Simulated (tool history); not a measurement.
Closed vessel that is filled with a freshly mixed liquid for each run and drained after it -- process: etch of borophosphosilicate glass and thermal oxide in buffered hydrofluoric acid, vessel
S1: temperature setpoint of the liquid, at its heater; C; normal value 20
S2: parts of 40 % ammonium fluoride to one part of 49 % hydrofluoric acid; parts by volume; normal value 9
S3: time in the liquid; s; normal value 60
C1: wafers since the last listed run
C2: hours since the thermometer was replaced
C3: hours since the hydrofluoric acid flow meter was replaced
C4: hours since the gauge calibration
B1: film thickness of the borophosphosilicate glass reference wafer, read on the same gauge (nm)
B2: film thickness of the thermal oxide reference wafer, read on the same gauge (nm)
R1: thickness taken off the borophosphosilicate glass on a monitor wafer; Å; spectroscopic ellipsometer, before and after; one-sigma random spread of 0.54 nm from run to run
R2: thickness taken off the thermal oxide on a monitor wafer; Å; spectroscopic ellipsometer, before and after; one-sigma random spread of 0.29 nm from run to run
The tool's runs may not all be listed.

run    hour    S1    S2  S3     C1     C2      C3      C4      B1     B2      R1     R2
  1       0    20     9  70      0  787.5   109.6  1300.4   99.99  40.01  1576.7  644.4
  2    78.3    20     9  70   9993  865.8   187.9  1378.7     100  40.02  1596.3  644.3
  3   143.9    20    10  60   8372  931.4   253.5  1444.3     100  39.98  1269.6  516.8
  4   194.3    20     9  60   6432  981.8   303.9  1494.7   99.99  39.96  1359.3  558.6
      264.8  -- thermometer replaced
  5   279.9    20     9  60  10797   15.1   389.5  1580.3  100.01  40.06  1374.6  557.2
  6     352    20     9  60   9201   87.2   461.6  1652.4   99.99  39.97  1362.3  556.2
  7   412.7    22     6  30   7747  147.9   522.3  1713.1   99.99  40.03  1150.9  466.4
  8   468.7    20     9  60   7147  203.9   578.3  1769.1     100  39.99  1363.2  556.4
  9   551.8    20     9  60  10605    287   661.4  1852.2   99.99  40.03    1369  558.9
 10   632.1    20     9  60  10248  367.3   741.7  1932.5     100     40  1376.5  563.6
 11   923.4  23.5     8  60  37178  658.6    1033  2223.8  100.02  39.94  1912.2    781
 12   972.1    20     9  35   6215  707.3  1081.7  2272.5  100.01  40.02   812.2  328.6
 13  1015.9    17   7.5  30   5590  751.1  1125.5  2316.3   99.99  40.05   718.6  292.4
 14  1121.4    23     9  60  13464  856.6    1231  2421.8   99.99  39.96  1630.9  664.6
 15  1204.3  18.5     9  50  10580  939.5  1313.9  2504.7     100  40.01  1074.1  432.8
       1251  -- thermometer replaced
 16  1258.4  23.5     8  60   6777    7.4    1368  2558.8     100  39.96  1924.6    792
     1286.1  -- hydrofluoric acid flow meter replaced
     1311.5  -- gauge calibrated
 17  1332.8    17  12.5  60   9367   81.8    46.7    21.3     100  39.99   857.4  346.4
 18  1376.5  21.5     9  40   5577  125.5    90.4      65  100.01  39.98   978.7  398.8
 19  1681.9    20     9  60  38977  430.9   395.8   370.4     100  40.03  1369.1    550
 20  1736.2    20     9  60   6930  485.2   450.1   424.7   99.99  39.98    1358  559.8
 21  1814.7    20     9  60  10018  563.7   528.6   503.2     100  40.02  1360.9  559.7
 22  1853.2  17.5    10  95   4913  602.2   567.1   541.7   99.97  39.94  1736.6  711.1
 23  1894.3    17  11.5  75   5245  643.3   608.2   582.8     100     40  1179.8  479.9
 24  1933.7  23.5  11.5  30   5028  682.7   647.6   622.2     100  40.01   675.2  276.7

5 ways to go on from here, each from the tool as it stands after run 24. What would each give?
  A  1934.4    20   9  60  89  683.4  648.3  622.9   ?   ?   ?   ?
  B  1934.4    22  11  85  89  683.4  648.3  622.9   ?   ?   ?   ?
  C  1934.4  22.5   8  70  89  683.4  648.3  622.9   ?   ?   ?   ?
  D  1934.4  24.5   9  60  89  683.4  648.3  622.9   ?   ?   ?   ?
  E  1934.4  24.5   9  85  89  683.4  648.3  622.9   ?   ?   ?   ?

run      B1     B2      R1      R2
  A  100.01  39.95  1370.9   564.2
  B  100.01  39.95    1842   760.5
  C  100.01  39.95  2086.5   859.1
  D  100.01  39.95  1751.4     723
  E  100.01  39.95  2481.1  1024.3
What these runs would have given with no unlogged condition in the tool:
run      R1      R2
  A  1349.1   555.3
  B    1816   749.8
  C  2053.7   845.7
  D  1723.7   711.7
  E  2441.9  1008.2
